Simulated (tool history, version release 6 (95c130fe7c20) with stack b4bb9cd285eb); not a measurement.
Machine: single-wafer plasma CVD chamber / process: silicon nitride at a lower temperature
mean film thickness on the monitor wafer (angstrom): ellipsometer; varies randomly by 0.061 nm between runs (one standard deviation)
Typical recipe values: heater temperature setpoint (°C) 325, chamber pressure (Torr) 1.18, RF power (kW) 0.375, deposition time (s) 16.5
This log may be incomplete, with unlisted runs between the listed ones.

run,hour,heater temperature setpoint (°C),chamber pressure (Torr),RF power (kW),deposition time (s),"read-back reference wafer on the same gauge, thickness_nm",mean film thickness on the monitor wafer (angstrom)
1,0,325,1.18,0.375,16.5,17.8,196.4
2,30.1,325,1.18,0.375,16.5,17.799,196.62
3,58.3,325,1.18,0.375,16.5,17.804,195.84
4,81.7,325,1.18,0.375,16.5,17.813,195.98
5,104,325,1.18,0.375,16.5,17.795,195.65
6,181,325,1.12,0.375,16.5,17.793,190.07
7,193.3,325,1.12,0.375,16.5,17.793,191.15
# hour 219.8: capacitance manometer re-zeroed and calibrated
8,220.3,325,1.12,0.375,16.5,17.801,190.44
9,234.7,325,1.18,0.375,15.2,17.798,179.99
10,307.8,325,1.27,0.375,16.5,17.808,201.03
11,324.4,325,1.27,0.375,16.5,17.808,202.5
12,360.3,325,1.35,0.375,16.5,17.793,207.39
# hour 374.5: gauge calibrated
13,395.2,325,1.18,0.375,16.5,17.779,195.11
# hour 416.3: showerhead replaced
14,424.5,315,1.01,0.375,16.5,17.796,178.87
# hour 450.4: RF generator calibrated
# hour 451.8: thermocouple changed; heater temperature recalibrated
15,452.3,336,1.18,0.375,18.7,17.805,227.92
16,469.7,325,1.18,0.445,19.8,17.8,271.86
17,505.1,333,1.41,0.43,14.9,17.808,216.08
18,518.2,325,1.09,0.435,16.5,17.799,213.44
19,607.1,312,1.18,0.315,16.5,17.797,174.03
20,634,325,1.18,0.375,16.5,17.813,197.49
21,647.5,325,1.18,0.375,16.5,17.792,197.12
22,671,338,1.18,0.375,16.5,17.786,197.1

4 ways to go on from here, each from the tool as it stands after run 22. What would each give?
A,671.4,317,1.18,0.375,16.5,?,?
B,671.4,334,1.33,0.43,15.3,?,?
C,671.4,325,1.18,0.375,14.8,?,?
D,671.4,332,1.35,0.315,16.5,?,?

run,"read-back reference wafer on the same gauge, thickness_nm",mean film thickness on the monitor wafer (angstrom)
A,17.791,198.62
B,17.791,213.84
C,17.791,177.72
D,17.791,183.11
Stripped of hidden state, with their random variation kept, the same runs would have yielded:
run,mean film thickness on the monitor wafer (angstrom)
A,203.29
B,218.55
C,181.9
D,187.68
